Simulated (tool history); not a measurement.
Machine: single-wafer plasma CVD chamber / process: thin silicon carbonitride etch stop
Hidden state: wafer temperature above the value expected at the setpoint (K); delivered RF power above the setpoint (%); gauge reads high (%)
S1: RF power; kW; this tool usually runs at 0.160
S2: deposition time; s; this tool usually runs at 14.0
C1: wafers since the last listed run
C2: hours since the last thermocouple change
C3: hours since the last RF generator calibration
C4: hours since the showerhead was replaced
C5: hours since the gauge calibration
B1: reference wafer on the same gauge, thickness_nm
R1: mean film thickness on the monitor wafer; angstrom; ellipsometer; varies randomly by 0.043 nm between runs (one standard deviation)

Run 1, hour 0.0: usual settings; C1 0; C2 1646.5; C3 694.8; C4 4115.4; C5 855.9; B1 6.559. Result: R1 73.76 angstrom.
Run 2, hour 42.3: usual settings; C1 911; C2 1688.8; C3 737.1; C4 4157.7; C5 898.2; B1 6.575. Result: R1 73.74 angstrom.
Run 3, hour 121.3: usual settings; C1 1702; C2 1767.8; C3 816.1; C4 4236.7; C5 977.2; B1 6.577. Result: R1 73.62 angstrom.
Run 4, hour 166.9: usual settings but S1 0.180 kW; C1 982; C2 1813.4; C3 861.7; C4 4282.3; C5 1022.8; B1 6.590. Result: R1 77.29 angstrom.
Run 5, hour 240.2: usual settings but S1 0.180 kW; C1 1579; C2 1886.7; C3 935.0; C4 4355.6; C5 1096.1; B1 6.585. Result: R1 76.89 angstrom.
Run 6, hour 459.4: usual settings but S1 0.180 kW; C1 4723; C2 2105.9; C3 1154.2; C4 4574.8; C5 1315.3; B1 6.593. Result: R1 76.76 angstrom.
Run 7, hour 504.8: usual settings but S2 14.9 s; C1 978; C2 2151.3; C3 1199.6; C4 4620.2; C5 1360.7; B1 6.566. Result: R1 78.11 angstrom.
Run 8, hour 555.5: usual settings but S2 14.9 s; C1 1092; C2 2202.0; C3 1250.3; C4 4670.9; C5 1411.4; B1 6.572. Result: R1 77.44 angstrom.
Run 9, hour 612.8: usual settings but S2 14.9 s; C1 1234; C2 2259.3; C3 1307.6; C4 4728.2; C5 1468.7; B1 6.573. Result: R1 78.05 angstrom.
Run 10, hour 697.2: usual settings; C1 1818; C2 2343.7; C3 1392.0; C4 4812.6; C5 1553.1; B1 6.586. Result: R1 73.69 angstrom.
Run 11, hour 771.5: usual settings; C1 1601; C2 2418.0; C3 1466.3; C4 4886.9; C5 1627.4; B1 6.577. Result: R1 73.17 angstrom.
At hour 860.1: showerhead replaced.
Run 12, hour 876.3: usual settings; C1 2085; C2 2522.8; C3 1571.1; C4 16.2; C5 1732.2; B1 6.582. Result: R1 73.34 angstrom.
Run 13, hour 946.7: usual settings but S2 12.3 s; C1 1517; C2 2593.2; C3 1641.5; C4 86.6; C5 1802.6; B1 6.559. Result: R1 64.01 angstrom.
Run 14, hour 1044.9: usual settings but S2 12.3 s; C1 2116; C2 2691.4; C3 1739.7; C4 184.8; C5 1900.8; B1 6.596. Result: R1 63.59 angstrom.
Run 15, hour 1135.8: usual settings but S2 15.0 s; C1 1958; C2 2782.3; C3 1830.6; C4 275.7; C5 1991.7; B1 6.564. Result: R1 77.83 angstrom.
At hour 1157.3: thermocouple changed; heater temperature recalibrated.
Run 16, hour 1181.8: usual settings but S1 0.170 kW, S2 11.8 s; C1 818; C2 24.5; C3 1876.6; C4 321.7; C5 2037.7; B1 6.597. Result: R1 62.69 angstrom.
Run 17, hour 1261.7: usual settings but S1 0.190 kW, S2 12.3 s; C1 1721; C2 104.4; C3 1956.5; C4 401.6; C5 2117.6; B1 6.589. Result: R1 68.04 angstrom.
Run 18, hour 1331.2: usual settings but S1 0.135 kW, S2 16.3 s; C1 1497; C2 173.9; C3 2026.0; C4 471.1; C5 2187.1; B1 6.574. Result: R1 79.47 angstrom.
Run 19, hour 1377.3: usual settings but S1 0.135 kW, S2 16.3 s; C1 993; C2 220.0; C3 2072.1; C4 517.2; C5 2233.2; B1 6.589. Result: R1 79.24 angstrom.
Run 20, hour 1476.4: usual settings but S1 0.145 kW, S2 12.9 s; C1 2135; C2 319.1; C3 2171.2; C4 616.3; C5 2332.3; B1 6.584. Result: R1 64.16 angstrom.
Run 21, hour 1532.7: usual settings but S1 0.190 kW, S2 15.9 s; C1 1213; C2 375.4; C3 2227.5; C4 672.6; C5 2388.6; B1 6.563. Result: R1 86.28 angstrom.
At hour 1579.7: RF generator calibrated.
Run 22, hour 1605.8: usual settings but S1 0.150 kW, S2 12.1 s; C1 1402; C2 448.5; C3 26.1; C4 745.7; C5 2461.7; B1 6.579. Result: R1 62.38 angstrom.
Run 23, hour 1676.7: usual settings but S1 0.140 kW, S2 16.8 s; C1 1527; C2 519.4; C3 97.0; C4 816.6; C5 2532.6; B1 6.593. Result: R1 85.14 angstrom.
Run 24, hour 1719.3: usual settings but S1 0.130 kW, S2 11.8 s; C1 917; C2 562.0; C3 139.6; C4 859.2; C5 2575.2; B1 6.591. Result: R1 57.64 angstrom.
Run 25, hour 1824.5: usual settings but S1 0.185 kW, S2 11.3 s; C1 2266; C2 667.2; C3 244.8; C4 964.4; C5 2680.4; B1 6.576. Result: R1 62.55 angstrom.
At hour 1857.1: gauge calibrated.
Run 26, hour 1921.6: usual settings; C1 2092; C2 764.3; C3 341.9; C4 1061.5; C5 64.5; B1 6.582. Result: R1 74.57 angstrom.
Run 27, hour 1975.6: usual settings but S1 0.140 kW, S2 16.6 s; C1 1163; C2 818.3; C3 395.9; C4 1115.5; C5 118.5; B1 6.585. Result: R1 83.82 angstrom.
Run 28, hour 2046.9: usual settings; C1 1536; C2 889.6; C3 467.2; C4 1186.8; C5 189.8; B1 6.574. Result: R1 73.77 angstrom.
Run 29, hour 2137.7: usual settings but S1 0.130 kW, S2 12.7 s; C1 1956; C2 980.4; C3 558.0; C4 1277.6; C5 280.6; B1 6.582. Result: R1 62.71 angstrom.
Run 30, hour 2176.9: usual settings but S1 0.150 kW, S2 12.6 s; C1 844; C2 1019.6; C3 597.2; C4 1316.8; C5 319.8; B1 6.591. Result: R1 65.64 angstrom.
Run 31, hour 2249.7: usual settings; C1 1568; C2 1092.4; C3 670.0; C4 1389.6; C5 392.6; B1 6.577. Result: R1 73.51 angstrom.
Run 32, hour 2339.9: usual settings; C1 1943; C2 1182.6; C3 760.2; C4 1479.8; C5 482.8; B1 6.580. Result: R1 73.64 angstrom.
Run 33, hour 2391.5: usual settings; C1 1111; C2 1234.2; C3 811.8; C4 1531.4; C5 534.4; B1 6.594. Result: R1 73.14 angstrom.

Consider 5 possible next runs. They are alternatives, not a sequence: every one starts from the tool as it was left by run 33. What does each give?
Run A, hour 2391.9: usual settings; C1 8; C2 1234.6; C3 812.2; C4 1531.8; C5 534.8; B1 ?. Result: R1 ?.
Run B, hour 2391.9: usual settings but S1 0.140 kW, S2 11.6 s; C1 8; C2 1234.6; C3 812.2; C4 1531.8; C5 534.8; B1 ?. Result: R1 ?.
Run C, hour 2391.9: usual settings but S1 0.130 kW, S2 15.5 s; C1 8; C2 1234.6; C3 812.2; C4 1531.8; C5 534.8; B1 ?. Result: R1 ?.
Run D, hour 2391.9: usual settings but S1 0.145 kW, S2 15.1 s; C1 8; C2 1234.6; C3 812.2; C4 1531.8; C5 534.8; B1 ?. Result: R1 ?.
Run E, hour 2391.9: usual settings but S1 0.140 kW, S2 15.3 s; C1 8; C2 1234.6; C3 812.2; C4 1531.8; C5 534.8; B1 ?. Result: R1 ?.

run     B1     R1
  A  6.585  73.81
  B  6.585  58.39
  C  6.585  76.00
  D  6.585  76.94
  E  6.585  77.01
With the hidden condition removed and each run's random variation left untouched, the same runs would have given:
run     R1
  A  74.10
  B  58.61
  C  76.29
  D  77.24
  E  77.31

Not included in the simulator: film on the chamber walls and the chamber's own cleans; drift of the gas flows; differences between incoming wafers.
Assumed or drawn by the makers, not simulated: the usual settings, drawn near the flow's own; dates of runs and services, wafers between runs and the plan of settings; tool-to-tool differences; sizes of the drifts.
